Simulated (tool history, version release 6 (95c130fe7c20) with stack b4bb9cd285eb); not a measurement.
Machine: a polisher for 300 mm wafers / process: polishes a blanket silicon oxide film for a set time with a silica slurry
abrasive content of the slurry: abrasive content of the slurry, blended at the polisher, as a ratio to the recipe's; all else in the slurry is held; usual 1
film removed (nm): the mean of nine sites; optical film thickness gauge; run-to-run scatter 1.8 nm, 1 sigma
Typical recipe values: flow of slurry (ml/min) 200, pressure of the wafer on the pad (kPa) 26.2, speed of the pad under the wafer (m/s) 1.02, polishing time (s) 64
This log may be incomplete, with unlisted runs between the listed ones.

| run | hour | flow of slurry (ml/min) | pressure of the wafer on the pad (kPa) | speed of the pad under the wafer (m/s) | abrasive content of the slurry | polishing time (s) | incoming thickness of the incoming film, nm | film removed (nm) |
|---|---|---|---|---|---|---|---|---|
| 1 | 0 | 200 | 26.2 | 1.02 | 1 | 76 | 1589.3 | 149.7 |
| 2 | 40.5 | 200 | 26.2 | 1.02 | 1 | 76 | 1590.7 | 152.3 |
|  | 66.3 | slurry nozzle cleaned, repeated, since the last time left the tool worse |
| 3 | 126.8 | 200 | 26.2 | 1.02 | 1 | 64 | 1603.2 | 152.9 |
|  | 131.5 | worn pad replaced by a new one |
| 4 | 168.4 | 200 | 26.2 | 1.02 | 1 | 64 | 1600.8 | 147.7 |
|  | 228.7 | slurry blender recalibrated |
|  | 258.9 | conditioning disc replaced and pad reconditioned |
| 5 | 262.7 | 250 | 26.2 | 1.02 | 1 | 64 | 1603.9 | 151.3 |
| 6 | 314.2 | 250 | 26.2 | 1.02 | 1 | 64 | 1570.3 | 151.7 |
| 7 | 375.6 | 200 | 26.2 | 1.02 | 1 | 64 | 1551.3 | 145.1 |
| 8 | 423.3 | 200 | 30.3 | 1.02 | 1 | 64 | 1555.7 | 167 |
| 9 | 479.5 | 200 | 26.2 | 1.02 | 1 | 81 | 1574.6 | 186 |
| 10 | 541.1 | 175 | 20 | 1.28 | 1 | 64 | 1563.2 | 126.2 |
|  | 617.1 | slurry nozzle cleaned |
| 11 | 621.4 | 235 | 26.2 | 1.02 | 0.9 | 64 | 1600.9 | 144.1 |
|  | 681.6 | worn pad replaced by a new one |
| 12 | 700.1 | 200 | 26.2 | 0.74 | 1 | 49 | 1562.6 | 93.9 |
|  | 722.4 | slurry blender recalibrated |
|  | 774.2 | conditioning disc replaced and pad reconditioned |
| 13 | 780.9 | 200 | 30.3 | 1.02 | 1 | 64 | 1570.1 | 170.5 |
| 14 | 858.9 | 200 | 26.2 | 1.02 | 1 | 71 | 1571 | 160.4 |
| 15 | 917 | 200 | 33.1 | 1.02 | 1.3 | 85 | 1588.2 | 277.7 |
|  | 1109 | head pressure recalibrated |
| 16 | 1187.3 | 200 | 26.2 | 1.02 | 1 | 76 | 1579.4 | 170.5 |
|  | 1195.1 | slurry nozzle cleaned |
| 17 | 1233.4 | 200 | 21.4 | 1.02 | 1 | 64 | 1607.9 | 120.5 |
|  | 1282.8 | worn pad replaced by a new one |
| 18 | 1290 | 235 | 26.2 | 1.02 | 1 | 64 | 1579.3 | 149.6 |
|  | 1303.9 | slurry blender recalibrated |
|  | 1322.1 | conditioning disc replaced and pad reconditioned |
| 19 | 1508 | 200 | 34.5 | 1.2 | 1 | 51 | 1580.4 | 170.6 |
| 20 | 1551.4 | 200 | 22.8 | 1.02 | 1.15 | 76 | 1587.1 | 156.7 |
| 21 | 1629 | 200 | 26.2 | 1.02 | 1 | 64 | 1577.2 | 149.4 |
| 22 | 1717.2 | 200 | 26.2 | 1.02 | 1 | 76 | 1575.8 | 170.9 |
| 23 | 1791.7 | 200 | 29 | 1.02 | 1 | 52 | 1579.8 | 130.5 |
|  | 1806.7 | worn pad replaced by a new one |
|  | 1852.8 | slurry nozzle cleaned |
| 24 | 1853.3 | 200 | 33.8 | 1.02 | 0.85 | 51 | 1585.1 | 140.9 |
|  | 1872.8 | conditioning disc replaced and pad reconditioned |
|  | 1881.5 | slurry blender recalibrated |
| 25 | 1954.7 | 200 | 26.2 | 1.02 | 1 | 76 | 1612.6 | 180.5 |

Here are 4 independent what-if runs from the current tool condition. What would each one return?
| A | 1955.1 | 200 | 26.2 | 1.02 | 1 | 64 | 1575.4 | ? |
| B | 1955.1 | 165 | 26.2 | 1.02 | 1 | 82 | 1575.4 | ? |
| C | 1955.1 | 200 | 26.2 | 0.88 | 1 | 76 | 1575.4 | ? |
| D | 1955.1 | 175 | 31.7 | 1.02 | 1 | 64 | 1575.4 | ? |

| run | film removed (nm) |
|---|---|
| A | 152.8 |
| B | 189.7 |
| C | 166 |
| D | 180.8 |
With no hidden state in the tool, these same runs would have given:
| run | film removed (nm) |
|---|---|
| A | 153.1 |
| B | 190 |
| C | 166.2 |
| D | 181.1 |
